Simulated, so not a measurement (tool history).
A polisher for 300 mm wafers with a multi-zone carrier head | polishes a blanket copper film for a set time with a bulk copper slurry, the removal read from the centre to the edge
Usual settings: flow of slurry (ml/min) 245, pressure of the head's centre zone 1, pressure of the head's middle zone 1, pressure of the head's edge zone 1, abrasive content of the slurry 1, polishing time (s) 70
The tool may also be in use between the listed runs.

| run | hour | flow of slurry (ml/min) | pressure of the head's centre zone | pressure of the head's middle zone | pressure of the head's edge zone | abrasive content of the slurry | polishing time (s) | wafers since the last listed run | wafers polished on this pad | hours since the slurry nozzle was cleaned | hours since the centre zone pressure was calibrated | hours since the edge zone pressure was calibrated | hours since the carrier head's membrane was replaced | incoming thickness of the incoming film, nm | film removed at the wafer's centre (angstrom) | film removed at mid-radius (angstrom) | film removed at the wafer's edge (angstrom) |
|---|---|---|---|---|---|---|---|---|---|---|---|---|---|---|---|---|---|
| 1 | 0 | 215 | 1 | 1 | 1 | 1 | 70 | 0 | 275 | 466.3 | 1026.4 | 470.8 | 1351.7 | 3248.4 | 8610 | 8628 | 8567 |
| 2 | 16.9 | 215 | 1 | 1 | 1 | 1 | 70 | 225 | 501 | 483.2 | 1043.3 | 487.7 | 1368.6 | 3275.3 | 8527 | 8182 | 8135 |
| 3 | 42.2 | 215 | 1 | 1 | 1 | 1 | 70 | 337 | 839 | 508.5 | 1068.6 | 513 | 1393.9 | 3199.9 | 8218 | 8156 | 8013 |
|  | 65 | worn pad replaced by a new one |
| 4 | 74 | 245 | 1 | 1 | 1 | 1 | 70 | 371 | 120 | 540.3 | 1100.4 | 544.8 | 1425.7 | 3275.6 | 9029 | 8844 | 8610 |
| 5 | 97.1 | 245 | 1 | 1 | 1 | 1 | 70 | 308 | 429 | 563.4 | 1123.5 | 567.9 | 1448.8 | 3248.4 | 8778 | 8501 | 8405 |
|  | 125.2 | edge zone pressure recalibrated |
| 6 | 125.7 | 245 | 1 | 1 | 1 | 1 | 70 | 355 | 784 | 592 | 1152.1 | 0.5 | 1477.4 | 3224.5 | 8279 | 8362 | 8448 |
|  | 135.5 | worn pad replaced by a new one |
| 7 | 148.5 | 245 | 1 | 1 | 1 | 1 | 70 | 251 | 173 | 614.8 | 1174.9 | 23.3 | 1500.2 | 3279.5 | 8726 | 8903 | 8856 |
| 8 | 166.7 | 245 | 1 | 1 | 1.05 | 1.1 | 60 | 243 | 416 | 633 | 1193.1 | 41.5 | 1518.4 | 3206.6 | 7539 | 7553 | 7534 |
| 9 | 190.3 | 245 | 1 | 1 | 1 | 1 | 70 | 315 | 731 | 656.6 | 1216.7 | 65.1 | 1542 | 3218.2 | 8440 | 8161 | 8308 |
|  | 204.1 | worn pad replaced by a new one |
| 10 | 226.1 | 245 | 1 | 1 | 1 | 1 | 70 | 424 | 293 | 692.4 | 1252.5 | 100.9 | 1577.8 | 3222.8 | 8848 | 8842 | 8594 |
|  | 240.6 | carrier head's membrane replaced by a new one, of another model than before |
| 11 | 241.1 | 245 | 1 | 1 | 1 | 1 | 85 | 133 | 427 | 707.4 | 1267.5 | 115.9 | 0.5 | 3233.8 | 10479 | 10283 | 10408 |
| 12 | 256.3 | 245 | 1 | 0.94 | 1 | 0.7 | 76 | 202 | 630 | 722.6 | 1282.7 | 131.1 | 15.7 | 3187.7 | 8061 | 7418 | 7737 |
|  | 267.6 | slurry nozzle cleaned |
| 13 | 276.2 | 245 | 0.96 | 0.91 | 0.96 | 1 | 70 | 252 | 882 | 8.6 | 1302.6 | 151 | 35.6 | 3260.3 | 7916 | 7297 | 8117 |

The next listed run, before its measurement:
|  | 286.3 | centre zone pressure recalibrated |
|  | 288.1 | worn pad replaced by a new one |
|  | 374.7 | worn pad replaced by a new one |
| 14 | 379.9 | 245 | 0.97 | 1 | 1 | 1 | 70 | 1281 | 68 | 112.3 | 93.6 | 254.7 | 139.3 | 3285.4 | ? | ? | ? |

Run 14 gave film removed at the wafer's centre (angstrom) 8497, film removed at mid-radius (angstrom) 9065, film removed at the wafer's edge (angstrom) 8771.
Without the tool's hidden state the same run would have given film removed at the wafer's centre (angstrom) 8737, film removed at mid-radius (angstrom) 9321, film removed at the wafer's edge (angstrom) 9019.
